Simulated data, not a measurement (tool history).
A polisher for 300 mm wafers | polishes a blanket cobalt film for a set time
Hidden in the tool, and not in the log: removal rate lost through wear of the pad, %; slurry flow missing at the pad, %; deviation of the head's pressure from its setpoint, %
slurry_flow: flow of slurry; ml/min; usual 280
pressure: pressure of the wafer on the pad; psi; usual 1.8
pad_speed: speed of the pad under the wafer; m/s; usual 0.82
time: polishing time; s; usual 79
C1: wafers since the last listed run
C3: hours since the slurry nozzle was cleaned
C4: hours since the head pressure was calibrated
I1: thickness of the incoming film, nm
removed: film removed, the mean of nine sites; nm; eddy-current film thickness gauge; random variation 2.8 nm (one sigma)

Run 1, day 0.000: usual settings; C1 0; wafers polished on this pad 146; C3 425.9; C4 361.7; I1 1182.5. Result: removed 347.1 nm.
Run 2, day 1.688: usual settings; C1 552; wafers polished on this pad 698; C3 466.4; C4 402.2; I1 1173.7. Result: removed 346.3 nm.
Run 3, day 2.021: usual settings; C1 109; wafers polished on this pad 807; C3 474.4; C4 410.2; I1 1178.1. Result: removed 351.8 nm.
Run 4, day 2.717: usual settings; C1 227; wafers polished on this pad 1035; C3 491.1; C4 426.9; I1 1169.4. Result: removed 350.6 nm.
Run 5, day 3.012: usual settings; C1 96; wafers polished on this pad 1132; C3 498.2; C4 434.0; I1 1171.6. Result: removed 355.8 nm.
Run 6, day 3.729: usual settings; C1 234; wafers polished on this pad 1366; C3 515.4; C4 451.2; I1 1157.8. Result: removed 346.9 nm.
At day 3.967: worn pad replaced by a new one.
Run 7, day 4.162: usual settings; C1 87; wafers polished on this pad 63; C3 525.8; C4 461.6; I1 1196.3. Result: removed 351.9 nm.
Run 8, day 4.688: usual settings but slurry_flow 325 ml/min; C1 171; wafers polished on this pad 235; C3 538.4; C4 474.2; I1 1188.1. Result: removed 358.2 nm.
Run 9, day 5.317: usual settings but slurry_flow 325 ml/min; C1 205; wafers polished on this pad 441; C3 553.5; C4 489.3; I1 1166.8. Result: removed 354.9 nm.
Run 10, day 5.892: usual settings but pad_speed 0.92 m/s; C1 188; wafers polished on this pad 629; C3 567.3; C4 503.1; I1 1173.1. Result: removed 384.1 nm.
Run 11, day 6.158: usual settings but pad_speed 0.92 m/s; C1 87; wafers polished on this pad 716; C3 573.7; C4 509.5; I1 1179.0. Result: removed 390.0 nm.
Run 12, day 6.879: usual settings but pad_speed 0.92 m/s; C1 235; wafers polished on this pad 952; C3 591.0; C4 526.8; I1 1167.2. Result: removed 389.4 nm.
Run 13, day 7.138: usual settings; C1 84; wafers polished on this pad 1037; C3 597.2; C4 533.0; I1 1148.9. Result: removed 353.3 nm.
Run 14, day 7.792: usual settings but slurry_flow 355 ml/min; C1 214; wafers polished on this pad 1251; C3 612.9; C4 548.7; I1 1182.1. Result: removed 361.2 nm.
At day 8.171: worn pad replaced by a new one.
Run 15, day 8.250: usual settings but slurry_flow 355 ml/min; C1 95; wafers polished on this pad 25; C3 623.9; C4 559.7; I1 1154.6. Result: removed 363.4 nm.
Run 16, day 8.796: usual settings but slurry_flow 355 ml/min; C1 178; wafers polished on this pad 204; C3 637.0; C4 572.8; I1 1166.3. Result: removed 362.0 nm.
Run 17, day 9.158: usual settings; C1 118; wafers polished on this pad 323; C3 645.7; C4 581.5; I1 1174.1. Result: removed 351.9 nm.
At day 9.704: head pressure recalibrated.
Run 18, day 9.738: usual settings; C1 162; wafers polished on this pad 485; C3 659.6; C4 0.8; I1 1171.7. Result: removed 320.1 nm.
Run 19, day 10.321: usual settings but slurry_flow 245 ml/min, pressure 1.5 psi; C1 190; wafers polished on this pad 676; C3 673.6; C4 14.8; I1 1182.6. Result: removed 268.6 nm.
Run 20, day 10.821: usual settings; C1 163; wafers polished on this pad 839; C3 685.6; C4 26.8; I1 1183.1. Result: removed 320.3 nm.
Run 21, day 11.150: usual settings; C1 107; wafers polished on this pad 947; C3 693.5; C4 34.7; I1 1164.2. Result: removed 325.2 nm.
At day 12.008: worn pad replaced by a new one.
Run 22, day 12.029: usual settings; C1 233; wafers polished on this pad 6; C3 714.6; C4 55.8; I1 1175.5. Result: removed 325.6 nm.
Run 23, day 13.117: usual settings but slurry_flow 380 ml/min, pressure 1.3 psi; C1 355; wafers polished on this pad 362; C3 740.7; C4 81.9; I1 1172.2. Result: removed 251.3 nm.
Run 24, day 14.038: usual settings but pad_speed 0.92 m/s; C1 301; wafers polished on this pad 663; C3 762.8; C4 104.0; I1 1161.5. Result: removed 362.0 nm.
Run 25, day 14.392: usual settings but slurry_flow 355 ml/min; C1 115; wafers polished on this pad 779; C3 771.3; C4 112.5; I1 1189.6. Result: removed 337.4 nm.
Run 26, day 14.675: usual settings but slurry_flow 330 ml/min; C1 92; wafers polished on this pad 872; C3 778.1; C4 119.3; I1 1168.6. Result: removed 339.6 nm.
Run 27, day 15.867: usual settings but pressure 2.0 psi, pad_speed 0.92 m/s; C1 389; wafers polished on this pad 1262; C3 806.7; C4 147.9; I1 1166.3. Result: removed 404.4 nm.
At day 16.146: worn pad replaced by a new one.
Run 28, day 16.392: usual settings but pressure 1.2 psi, pad_speed 0.98 m/s; C1 117; wafers polished on this pad 80; C3 819.3; C4 160.5; I1 1179.7. Result: removed 265.8 nm.
Run 29, day 16.796: usual settings but slurry_flow 185 ml/min, pressure 1.6 psi, time 103 s; C1 132; wafers polished on this pad 212; C3 829.0; C4 170.2; I1 1178.9. Result: removed 367.6 nm.
At day 17.050: slurry nozzle cleaned.
Run 30, day 17.492: usual settings but slurry_flow 355 ml/min, pressure 2.1 psi, pad_speed 1.04 m/s, time 53 s; C1 214; wafers polished on this pad 426; C3 10.6; C4 186.9; I1 1172.6. Result: removed 328.2 nm.
Run 31, day 18.033: usual settings but slurry_flow 310 ml/min, pressure 1.3 psi, time 90 s; C1 177; wafers polished on this pad 604; C3 23.6; C4 199.9; I1 1172.9. Result: removed 292.5 nm.
Run 32, day 19.867: usual settings but pressure 2.1 psi, time 65 s; C1 599; wafers polished on this pad 1204; C3 67.6; C4 243.9; I1 1188.5. Result: removed 324.9 nm.
Run 33, day 20.425: usual settings; C1 182; wafers polished on this pad 1386; C3 81.0; C4 257.3; I1 1152.4. Result: removed 342.9 nm.

Run 34 comes next. What will it give?
At day 20.754: worn pad replaced by a new one.
Run 34, day 20.775: usual settings; C1 59; wafers polished on this pad 7; C3 89.4; C4 265.7; I1 1166.0. Result: removed ?.

Run 34 gave removed 340.1 nm.
Without the tool's hidden state the same run would have given removed 314.1 nm.
